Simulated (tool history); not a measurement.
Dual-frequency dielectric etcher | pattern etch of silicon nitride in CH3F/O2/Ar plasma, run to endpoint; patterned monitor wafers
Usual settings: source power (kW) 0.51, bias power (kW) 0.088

run     day  source power (kW)  bias power (kW)  incoming incoming film thickness, nm  endpoint time (s)
  1       0               0.48            0.088                                 26.44               33.6
  2    2.05               0.48            0.088                                  26.6               33.3
  3   3.496               0.48            0.088                                 26.53               33.3
  4   4.992               0.42            0.088                                  26.4               35.4
  5   7.838               0.47            0.088                                 26.45               33.2
  6  10.612               0.47            0.088                                 26.54               33.2
  7  13.275               0.47            0.088                                 26.72               33.1
     15.408  -- upper electrode replaced, of another model than before
     15.417  -- bias power generator calibrated
  8  15.438               0.43            0.069                                 26.33               37.4
     17.342  -- source power generator calibrated
  9  17.992               0.45            0.096                                 26.55               33.9
 10  19.304               0.51            0.088                                 26.55               31.4
     20.317  -- wet clean of the chamber
 11  21.746               0.62            0.068                                 26.32               29.9
 12  23.179               0.51            0.109                                 26.69               31.7
 13  24.812               0.51             0.08                                 26.67               33.4
 14  25.975               0.51            0.082                                 26.66                 33
 15  28.542               0.51            0.088                                 26.52               32.2

Forecast each of these 3 alternatives for the next run:
  A  28.558               0.51            0.088                                 26.44                  ?
  B  28.558               0.45             0.07                                 26.44                  ?
  C  28.558               0.58            0.107                                 26.44                  ?

run  endpoint time (s)
  A               32.4
  B               37.2
  C               28.6
Without the tool's hidden state the same runs would have given:
run  endpoint time (s)
  A               32.6
  B               37.4
  C               28.7
